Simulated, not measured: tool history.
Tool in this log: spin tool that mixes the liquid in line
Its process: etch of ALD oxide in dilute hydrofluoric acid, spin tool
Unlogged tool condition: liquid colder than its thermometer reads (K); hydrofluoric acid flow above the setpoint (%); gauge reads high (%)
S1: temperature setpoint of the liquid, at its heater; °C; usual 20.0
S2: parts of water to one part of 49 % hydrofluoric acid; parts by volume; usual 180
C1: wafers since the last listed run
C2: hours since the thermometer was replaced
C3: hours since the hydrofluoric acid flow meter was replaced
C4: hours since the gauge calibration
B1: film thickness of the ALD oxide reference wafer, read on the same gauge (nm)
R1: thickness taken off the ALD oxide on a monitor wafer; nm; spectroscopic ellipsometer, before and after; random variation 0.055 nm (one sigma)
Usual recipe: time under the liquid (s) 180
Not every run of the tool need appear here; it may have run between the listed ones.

Run 1, day 0.000: usual settings; C1 0; C2 571.0; C3 1022.3; C4 109.6; B1 69.98. Result: R1 15.72 nm.
Run 2, day 0.529: usual settings; C1 79; C2 583.7; C3 1035.0; C4 122.3; B1 70.00. Result: R1 15.69 nm.
Run 3, day 1.775: usual settings but S1 18.0 °C, time under the liquid (s) 245; C1 186; C2 613.6; C3 1064.9; C4 152.2; B1 70.02. Result: R1 19.86 nm.
Run 4, day 2.808: usual settings; C1 154; C2 638.4; C3 1089.7; C4 177.0; B1 70.01. Result: R1 15.85 nm.
Run 5, day 3.617: usual settings; C1 121; C2 657.8; C3 1109.1; C4 196.4; B1 70.00. Result: R1 15.80 nm.
Run 6, day 4.375: usual settings but S1 18.0 °C, S2 135 parts by volume; C1 113; C2 676.0; C3 1127.3; C4 214.6; B1 69.99. Result: R1 20.36 nm.
Run 7, day 5.100: usual settings but S1 18.0 °C, S2 135 parts by volume; C1 108; C2 693.4; C3 1144.7; C4 232.0; B1 69.99. Result: R1 20.43 nm.
Run 8, day 6.225: usual settings; C1 168; C2 720.4; C3 1171.7; C4 259.0; B1 70.01. Result: R1 15.97 nm.
Run 9, day 7.333: usual settings; C1 165; C2 747.0; C3 1198.3; C4 285.6; B1 70.02. Result: R1 15.79 nm.
Run 10, day 8.025: usual settings; C1 103; C2 763.6; C3 1214.9; C4 302.2; B1 70.01. Result: R1 15.77 nm.
Run 11, day 8.562: usual settings but S1 22.0 °C; C1 80; C2 776.5; C3 1227.8; C4 315.1; B1 69.99. Result: R1 17.15 nm.
Run 12, day 9.079: usual settings but S1 22.0 °C; C1 77; C2 788.9; C3 1240.2; C4 327.5; B1 69.99. Result: R1 17.18 nm.
At day 10.262: thermometer replaced.
Run 13, day 10.296: usual settings but S1 22.0 °C; C1 175; C2 0.8; C3 1269.4; C4 356.7; B1 69.98. Result: R1 17.17 nm.
Run 14, day 11.146: usual settings but S1 19.0 °C; C1 127; C2 21.2; C3 1289.8; C4 377.1; B1 70.00. Result: R1 15.25 nm.
At day 11.725: hydrofluoric acid flow meter replaced.
Run 15, day 12.354: usual settings but S1 19.0 °C; C1 174; C2 50.2; C3 15.1; C4 406.1; B1 69.98. Result: R1 14.82 nm.
Run 16, day 13.171: usual settings but S2 95 parts by volume, time under the liquid (s) 95; C1 122; C2 69.8; C3 34.7; C4 425.7; B1 70.00. Result: R1 16.98 nm.
Run 17, day 13.683: usual settings but S1 24.0 °C, S2 140 parts by volume, time under the liquid (s) 90; C1 76; C2 82.1; C3 47.0; C4 438.0; B1 70.00. Result: R1 12.12 nm.
Run 18, day 14.317: usual settings but S1 24.0 °C, S2 140 parts by volume, time under the liquid (s) 145; C1 94; C2 97.3; C3 62.2; C4 453.2; B1 70.01. Result: R1 19.54 nm.
Run 19, day 15.233: usual settings but S1 18.0 °C, S2 245 parts by volume, time under the liquid (s) 270; C1 137; C2 119.3; C3 84.2; C4 475.2; B1 69.99. Result: R1 14.97 nm.
Run 20, day 16.196: usual settings but S1 17.0 °C, S2 215 parts by volume, time under the liquid (s) 105; C1 144; C2 142.4; C3 107.3; C4 498.3; B1 69.97. Result: R1 6.53 nm.
Run 21, day 20.067: usual settings but S2 155 parts by volume; C1 579; C2 235.3; C3 200.2; C4 591.2; B1 70.00. Result: R1 18.51 nm.
Run 22, day 21.167: usual settings but S1 22.0 °C, S2 155 parts by volume, time under the liquid (s) 95; C1 164; C2 261.7; C3 226.6; C4 617.6; B1 70.02. Result: R1 10.58 nm.
Run 23, day 22.442: usual settings but S1 17.0 °C, S2 215 parts by volume, time under the liquid (s) 280; C1 190; C2 292.3; C3 257.2; C4 648.2; B1 70.01. Result: R1 17.36 nm.
Run 24, day 23.900: usual settings but S1 17.0 °C, time under the liquid (s) 145; C1 218; C2 327.3; C3 292.2; C4 683.2; B1 69.99. Result: R1 11.16 nm.
Run 25, day 24.633: usual settings but S2 210 parts by volume; C1 109; C2 344.9; C3 309.8; C4 700.8; B1 70.00. Result: R1 12.98 nm.
Run 26, day 25.296: usual settings but S1 24.5 °C, S2 240 parts by volume, time under the liquid (s) 220; C1 99; C2 360.8; C3 325.7; C4 716.7; B1 70.01. Result: R1 15.87 nm.
At day 25.750: gauge calibrated.
Run 27, day 25.821: usual settings but S2 100 parts by volume; C1 78; C2 373.4; C3 338.3; C4 1.7; B1 70.00. Result: R1 30.56 nm.
Run 28, day 26.442: usual settings but S1 17.0 °C; C1 92; C2 388.3; C3 353.2; C4 16.6; B1 70.01. Result: R1 13.82 nm.
Run 29, day 27.258: usual settings; C1 122; C2 407.9; C3 372.8; C4 36.2; B1 69.98. Result: R1 15.61 nm.
Run 30, day 28.725: usual settings but S1 17.0 °C, S2 265 parts by volume, time under the liquid (s) 210; C1 219; C2 443.1; C3 408.0; C4 71.4; B1 70.00. Result: R1 10.23 nm.
Run 31, day 29.275: usual settings; C1 82; C2 456.3; C3 421.2; C4 84.6; B1 70.01. Result: R1 15.59 nm.
Run 32, day 29.775: usual settings; C1 74; C2 468.3; C3 433.2; C4 96.6; B1 70.01. Result: R1 15.67 nm.
Run 33, day 30.962: usual settings; C1 177; C2 496.8; C3 461.7; C4 125.1; B1 69.98. Result: R1 15.65 nm.
Run 34, day 33.450: usual settings but S2 115 parts by volume; C1 372; C2 556.5; C3 521.4; C4 184.8; B1 70.00. Result: R1 26.28 nm.
Run 35, day 34.071: usual settings but S1 18.0 °C; C1 92; C2 571.4; C3 536.3; C4 199.7; B1 70.00. Result: R1 14.45 nm.

The logged runs with the hidden state left out (each run's random variation unchanged):
run     R1
  1  15.32
  2  15.28
  3  19.34
  4  15.42
  5  15.36
  6  19.80
  7  19.86
  8  15.50
  9  15.32
 10  15.29
 11  16.62
 12  16.65
 13  16.63
 14  14.76
 15  14.74
 16  16.89
 17  12.04
 18  19.41
 19  14.87
 20   6.48
 21  18.33
 22  10.47
 23  17.17
 24  11.02
 25  12.81
 26  15.65
 27  30.18
 28  13.64
 29  15.39
 30  10.07
 31  15.35
 32  15.43
 33  15.40
 34  25.83
 35  14.19
